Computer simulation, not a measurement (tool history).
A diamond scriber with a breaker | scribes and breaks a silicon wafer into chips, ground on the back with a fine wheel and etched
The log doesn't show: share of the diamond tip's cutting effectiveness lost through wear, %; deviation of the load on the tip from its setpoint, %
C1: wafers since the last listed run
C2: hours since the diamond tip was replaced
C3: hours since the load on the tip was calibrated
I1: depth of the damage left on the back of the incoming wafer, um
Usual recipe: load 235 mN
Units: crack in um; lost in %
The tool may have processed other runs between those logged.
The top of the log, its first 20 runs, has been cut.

Run 21, hour 508.0: usual settings but load 284 mN; C1 97; C2 860.2; C3 1199.2; I1 0.54. Result: crack 14.23 um, lost 6.40 %.
Run 22, hour 520.4: usual settings but load 178 mN; C1 33; C2 872.6; C3 1211.6; I1 0.43. Result: crack 10.43 um, lost 10.74 %.
Run 23, hour 546.0: usual settings but load 181 mN; C1 69; C2 898.2; C3 1237.2; I1 0.70. Result: crack 10.84 um, lost 9.85 %.
Run 24, hour 579.2: usual settings; C1 89; C2 931.4; C3 1270.4; I1 0.47. Result: crack 12.53 um, lost 1.47 %.
Run 25, hour 598.0: usual settings; C1 50; C2 950.2; C3 1289.2; I1 0.77. Result: crack 12.63 um, lost 1.39 %.
Run 26, hour 617.7: usual settings but load 216 mN; C1 53; C2 969.9; C3 1308.9; I1 0.50. Result: crack 12.09 um, lost 2.52 %.
At hour 640.5: diamond tip replaced by a new one.
At hour 641.2: load on the tip recalibrated.
Run 27, hour 701.4: usual settings but load 274 mN; C1 219; C2 60.9; C3 60.2; I1 0.43. Result: crack 13.64 um, lost 4.58 %.
Run 28, hour 734.1: usual settings but load 174 mN; C1 88; C2 93.6; C3 92.9; I1 0.66. Result: crack 10.54 um, lost 12.63 %.
Run 29, hour 752.6: usual settings but load 269 mN; C1 50; C2 112.1; C3 111.4; I1 0.66. Result: crack 13.73 um, lost 3.81 %.
Run 30, hour 775.1: usual settings; C1 60; C2 134.6; C3 133.9; I1 0.40. Result: crack 12.53 um, lost 1.41 %.
Run 31, hour 806.1: usual settings; C1 83; C2 165.6; C3 164.9; I1 0.72. Result: crack 12.60 um, lost 1.49 %.
Run 32, hour 825.0: usual settings; C1 51; C2 184.5; C3 183.8; I1 0.43. Result: crack 12.24 um, lost 1.52 %.
Run 33, hour 859.9: usual settings but load 287 mN; C1 94; C2 219.4; C3 218.7; I1 0.38. Result: crack 13.91 um, lost 7.05 %.
Run 34, hour 888.1: usual settings; C1 76; C2 247.6; C3 246.9; I1 0.39. Result: crack 12.54 um, lost 1.47 %.

Here are 3 independent what-if runs from the current tool condition. What would each one return?
Run A, hour 888.6: usual settings; C1 1; C2 248.1; C3 247.4; I1 0.60. Result: crack ?, lost ?.
Run B, hour 888.6: usual settings but load 167 mN; C1 1; C2 248.1; C3 247.4; I1 0.60. Result: crack ?, lost ?.
Run C, hour 888.6: usual settings but load 190 mN; C1 1; C2 248.1; C3 247.4; I1 0.60. Result: crack ?, lost ?.

run  crack   lost
  A  12.34   1.39
  B  10.05  15.34
  C  10.85   7.15
Without the tool's hidden state the same runs would have given:
run  crack   lost
  A  12.34   1.39
  B  10.05  15.34
  C  10.85   7.15

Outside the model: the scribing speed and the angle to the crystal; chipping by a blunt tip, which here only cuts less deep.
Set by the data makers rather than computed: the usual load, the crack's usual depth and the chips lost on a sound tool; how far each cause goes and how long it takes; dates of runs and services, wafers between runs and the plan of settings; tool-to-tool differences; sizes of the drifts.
